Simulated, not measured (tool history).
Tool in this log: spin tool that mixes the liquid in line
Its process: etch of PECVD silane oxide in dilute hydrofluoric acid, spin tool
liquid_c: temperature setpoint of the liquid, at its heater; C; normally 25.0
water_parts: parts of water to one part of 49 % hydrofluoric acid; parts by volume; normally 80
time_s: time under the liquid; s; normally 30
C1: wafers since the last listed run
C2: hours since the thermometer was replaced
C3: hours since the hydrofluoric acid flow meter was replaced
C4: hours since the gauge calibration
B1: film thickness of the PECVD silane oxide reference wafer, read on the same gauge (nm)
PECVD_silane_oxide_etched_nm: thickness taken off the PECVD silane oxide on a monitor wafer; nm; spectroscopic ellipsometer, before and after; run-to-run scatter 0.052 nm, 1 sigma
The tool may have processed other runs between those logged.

Run 1, day 0.000: usual settings; C1 0; C2 675.9; C3 2015.2; C4 82.3; B1 99.97. Result: PECVD_silane_oxide_etched_nm 11.43 nm.
Run 2, day 1.329: usual settings; C1 385; C2 707.8; C3 2047.1; C4 114.2; B1 100.02. Result: PECVD_silane_oxide_etched_nm 11.36 nm.
Run 3, day 1.942: usual settings; C1 177; C2 722.5; C3 2061.8; C4 128.9; B1 99.98. Result: PECVD_silane_oxide_etched_nm 11.33 nm.
Run 4, day 2.454: usual settings; C1 148; C2 734.8; C3 2074.1; C4 141.2; B1 100.01. Result: PECVD_silane_oxide_etched_nm 11.37 nm.
Run 5, day 3.325: usual settings; C1 252; C2 755.7; C3 2095.0; C4 162.1; B1 100.02. Result: PECVD_silane_oxide_etched_nm 11.33 nm.
At day 5.000: thermometer replaced.
Run 6, day 5.317: usual settings; C1 565; C2 7.6; C3 2142.8; C4 209.9; B1 100.02. Result: PECVD_silane_oxide_etched_nm 11.26 nm.
Run 7, day 6.475: usual settings but time_s 40 s; C1 336; C2 35.4; C3 2170.6; C4 237.7; B1 99.99. Result: PECVD_silane_oxide_etched_nm 15.03 nm.
Run 8, day 7.308: usual settings but time_s 40 s; C1 241; C2 55.4; C3 2190.6; C4 257.7; B1 100.01. Result: PECVD_silane_oxide_etched_nm 14.87 nm.
Run 9, day 8.729: usual settings but liquid_c 29.5 C, water_parts 50 parts by volume, time_s 50 s; C1 412; C2 89.5; C3 2224.7; C4 291.8; B1 99.99. Result: PECVD_silane_oxide_etched_nm 37.57 nm.
At day 8.879: gauge calibrated.
Run 10, day 10.138: usual settings but water_parts 60 parts by volume, time_s 20 s; C1 408; C2 123.3; C3 2258.5; C4 30.2; B1 100.03. Result: PECVD_silane_oxide_etched_nm 10.21 nm.

Predict the results of run 11:
At day 10.254: hydrofluoric acid flow meter replaced.
Run 11, day 11.383: usual settings but water_parts 70 parts by volume, time_s 50 s; C1 349; C2 153.2; C3 27.1; C4 60.1; B1 ?. Result: PECVD_silane_oxide_etched_nm ?.

{"run 11": {"B1": 99.98, "PECVD_silane_oxide_etched_nm": 25.27}}
On a tool with no hidden condition, and with the same random variation, this run would have come out at PECVD_silane_oxide_etched_nm 25.42 nm.

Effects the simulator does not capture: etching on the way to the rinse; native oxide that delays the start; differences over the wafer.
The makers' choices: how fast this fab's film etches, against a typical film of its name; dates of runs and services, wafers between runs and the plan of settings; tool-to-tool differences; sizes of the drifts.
